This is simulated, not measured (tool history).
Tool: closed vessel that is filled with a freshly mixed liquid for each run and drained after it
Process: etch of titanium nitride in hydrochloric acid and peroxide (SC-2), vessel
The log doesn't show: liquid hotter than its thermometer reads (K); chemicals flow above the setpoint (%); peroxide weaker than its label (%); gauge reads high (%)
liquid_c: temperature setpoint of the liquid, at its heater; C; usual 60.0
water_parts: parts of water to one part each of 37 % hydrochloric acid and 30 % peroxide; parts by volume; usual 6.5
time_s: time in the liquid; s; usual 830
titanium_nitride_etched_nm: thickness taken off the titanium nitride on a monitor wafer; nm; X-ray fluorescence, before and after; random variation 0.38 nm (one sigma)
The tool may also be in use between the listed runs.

| run | hour | liquid_c | water_parts | time_s | wafers since the last listed run | hours since the thermometer was replaced | hours since the chemicals flow meter was replaced | hours since the drum of peroxide was connected | hours since the gauge calibration | read-back film thickness of the titanium nitride reference wafer, read on the same gauge (nm) | titanium_nitride_etched_nm |
|---|---|---|---|---|---|---|---|---|---|---|---|
| 1 | 0.0 | 53.5 | 6.5 | 830 | 0 | 2321.1 | 440.3 | 848.7 | 865.1 | 59.96 | 35.74 |
| 2 | 39.4 | 53.5 | 6.5 | 830 | 2569 | 2360.5 | 479.7 | 888.1 | 904.5 | 60.00 | 35.21 |
|  | 93.7 | new drum of peroxide connected |
| 3 | 131.5 | 53.5 | 6.5 | 830 | 5940 | 2452.6 | 571.8 | 37.8 | 996.6 | 60.00 | 38.26 |
| 4 | 182.6 | 60.0 | 6.5 | 830 | 3332 | 2503.7 | 622.9 | 88.9 | 1047.7 | 60.00 | 57.41 |
| 5 | 244.7 | 53.0 | 6.5 | 830 | 4049 | 2565.8 | 685.0 | 151.0 | 1109.8 | 59.97 | 37.00 |
| 6 | 310.4 | 60.0 | 6.5 | 1185 | 4284 | 2631.5 | 750.7 | 216.7 | 1175.5 | 60.02 | 81.71 |
| 7 | 408.8 | 60.0 | 7.0 | 830 | 6416 | 2729.9 | 849.1 | 315.1 | 1273.9 | 60.00 | 54.67 |
| 8 | 504.0 | 60.0 | 7.0 | 830 | 6208 | 2825.1 | 944.3 | 410.3 | 1369.1 | 60.00 | 54.40 |
| 9 | 586.9 | 60.0 | 7.0 | 830 | 5406 | 2908.0 | 1027.2 | 493.2 | 1452.0 | 59.97 | 53.95 |
|  | 684.5 | chemicals flow meter replaced |
| 10 | 692.7 | 60.0 | 6.5 | 830 | 6834 | 3013.8 | 8.2 | 599.0 | 1557.8 | 59.99 | 57.25 |
| 11 | 744.4 | 60.0 | 6.5 | 830 | 3371 | 3065.5 | 59.9 | 650.7 | 1609.5 | 60.01 | 56.89 |
| 12 | 788.9 | 60.0 | 8.5 | 830 | 2901 | 3110.0 | 104.4 | 695.2 | 1654.0 | 59.99 | 45.90 |
|  | 1006.5 | thermometer replaced |
| 13 | 1074.4 | 60.0 | 8.5 | 830 | 18553 | 67.9 | 389.9 | 980.7 | 1939.5 | 60.01 | 37.86 |
| 14 | 1165.4 | 60.0 | 7.0 | 830 | 5934 | 158.9 | 480.9 | 1071.7 | 2030.5 | 60.01 | 43.74 |
|  | 1221.6 | new drum of peroxide connected |
| 15 | 1233.0 | 68.0 | 9.0 | 590 | 4343 | 226.5 | 548.5 | 11.4 | 2098.1 | 59.99 | 44.83 |
|  | 1306.4 | gauge calibrated |
| 16 | 1320.6 | 68.0 | 9.0 | 1255 | 5712 | 314.1 | 636.1 | 99.0 | 14.2 | 60.00 | 95.51 |
| 17 | 1421.5 | 63.0 | 6.5 | 830 | 6579 | 415.0 | 737.0 | 199.9 | 115.1 | 60.01 | 60.37 |
| 18 | 1475.0 | 64.5 | 8.0 | 1075 | 3488 | 468.5 | 790.5 | 253.4 | 168.6 | 59.97 | 72.71 |
| 19 | 1575.5 | 60.0 | 8.0 | 830 | 6553 | 569.0 | 891.0 | 353.9 | 269.1 | 59.97 | 42.16 |
| 20 | 1613.2 | 52.0 | 8.5 | 1205 | 2458 | 606.7 | 928.7 | 391.6 | 306.8 | 59.96 | 35.10 |
| 21 | 1662.7 | 60.0 | 6.5 | 830 | 3228 | 656.2 | 978.2 | 441.1 | 356.3 | 60.02 | 50.52 |
| 22 | 1881.7 | 63.0 | 6.5 | 830 | 14281 | 875.2 | 1197.2 | 660.1 | 575.3 | 60.00 | 58.91 |
| 23 | 1969.0 | 60.0 | 7.5 | 1165 | 5693 | 962.5 | 1284.5 | 747.4 | 662.6 | 59.99 | 62.58 |
|  | 1971.9 | chemicals flow meter replaced |
| 24 | 2050.0 | 69.0 | 8.5 | 970 | 5217 | 1043.5 | 78.1 | 828.4 | 743.6 | 59.99 | 80.22 |
| 25 | 2138.1 | 60.0 | 8.0 | 960 | 5745 | 1131.6 | 166.2 | 916.5 | 831.7 | 60.02 | 48.27 |
| 26 | 2202.1 | 52.5 | 4.5 | 1095 | 4173 | 1195.6 | 230.2 | 980.5 | 895.7 | 60.03 | 52.51 |

Hidden state or all else? Some run-to-run changes of titanium_nitride_etched_nm, split into what the settings, what came in and random variation would give without the hidden state, and what is left for the hidden state (with any gauge scatter that isn't in both results):
Run 5 -> 6: liquid_c 53.0 -> 60.0, time_s 830 -> 1185. titanium_nitride_etched_nm +44.71 nm: hidden state +5.61, all else +39.10.
Run 12 -> 13: thermometer replaced. titanium_nitride_etched_nm -8.04 nm: hidden state -8.15, all else +0.11.
Run 15 -> 16: time_s 590 -> 1255, gauge calibrated. titanium_nitride_etched_nm +50.68 nm: hidden state +0.16, all else +50.52.
